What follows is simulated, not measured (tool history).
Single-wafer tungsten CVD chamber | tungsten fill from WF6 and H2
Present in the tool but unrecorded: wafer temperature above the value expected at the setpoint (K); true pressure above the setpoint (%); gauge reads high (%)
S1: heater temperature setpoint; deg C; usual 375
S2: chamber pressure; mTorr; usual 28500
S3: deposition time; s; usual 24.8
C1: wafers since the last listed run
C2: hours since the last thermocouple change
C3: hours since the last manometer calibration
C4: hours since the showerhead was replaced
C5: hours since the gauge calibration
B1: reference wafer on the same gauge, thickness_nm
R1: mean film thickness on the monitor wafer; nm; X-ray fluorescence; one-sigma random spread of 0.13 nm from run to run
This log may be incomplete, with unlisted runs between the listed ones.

run,hour,S1,S2,S3,C1,C2,C3,C4,C5,B1,R1
1,0.0,370,28500,23.0,0,2107.6,883.8,5981.8,505.5,40.086,33.338
2,64.3,375,28500,24.8,1066,2171.9,948.1,6046.1,569.8,40.096,40.298
3,129.3,375,28500,24.8,1077,2236.9,1013.1,6111.1,634.8,40.098,40.410
4,198.7,375,28500,21.2,1150,2306.3,1082.5,6180.5,704.2,40.098,34.310
5,265.0,375,28500,24.8,1099,2372.6,1148.8,6246.8,770.5,40.093,40.439
6,330.0,375,28500,24.8,1077,2437.6,1213.8,6311.8,835.5,40.091,40.215
7,387.0,375,28500,24.8,945,2494.6,1270.8,6368.8,892.5,40.098,40.280
# hour 442.9: thermocouple changed; heater temperature recalibrated
8,443.4,375,28500,24.8,802,0.5,1327.2,6425.2,948.9,40.106,40.345
# hour 470.1: capacitance manometer re-zeroed and calibrated
9,535.5,362,23800,24.8,1394,92.6,65.4,6517.3,1041.0,40.096,27.269
# hour 588.4: showerhead replaced
10,628.6,375,28500,24.8,1411,185.7,158.5,40.2,1134.1,40.093,40.505
# hour 632.4: gauge calibrated
11,733.1,385,26000,20.2,1732,290.2,263.0,144.7,100.7,40.109,39.728
12,812.3,385,28500,28.5,1313,369.4,342.2,223.9,179.9,40.096,58.510
13,898.7,369,21400,23.4,1432,455.8,428.6,310.3,266.3,40.110,29.173
14,970.1,375,28500,29.0,1183,527.2,500.0,381.7,337.7,40.092,47.402
15,1031.3,375,28500,24.8,1014,588.4,561.2,442.9,398.9,40.117,40.400
16,1130.5,379,25800,27.5,1644,687.6,660.4,542.1,498.1,40.106,47.140

4 ways to go on from here, each from the tool as it stands after run 16. What would each give?
A,1130.9,375,28500,24.8,6,688.0,660.8,542.5,498.5,?,?
B,1130.9,371,25000,28.8,6,688.0,660.8,542.5,498.5,?,?
C,1130.9,375,28500,27.1,6,688.0,660.8,542.5,498.5,?,?
D,1130.9,375,34000,24.8,6,688.0,660.8,542.5,498.5,?,?

run,B1,R1
A,40.079,40.515
B,40.079,40.460
C,40.079,44.289
D,40.079,43.729
What these runs would have given with no unlogged condition in the tool:
run,R1
A,40.515
B,40.460
C,44.289
D,43.729
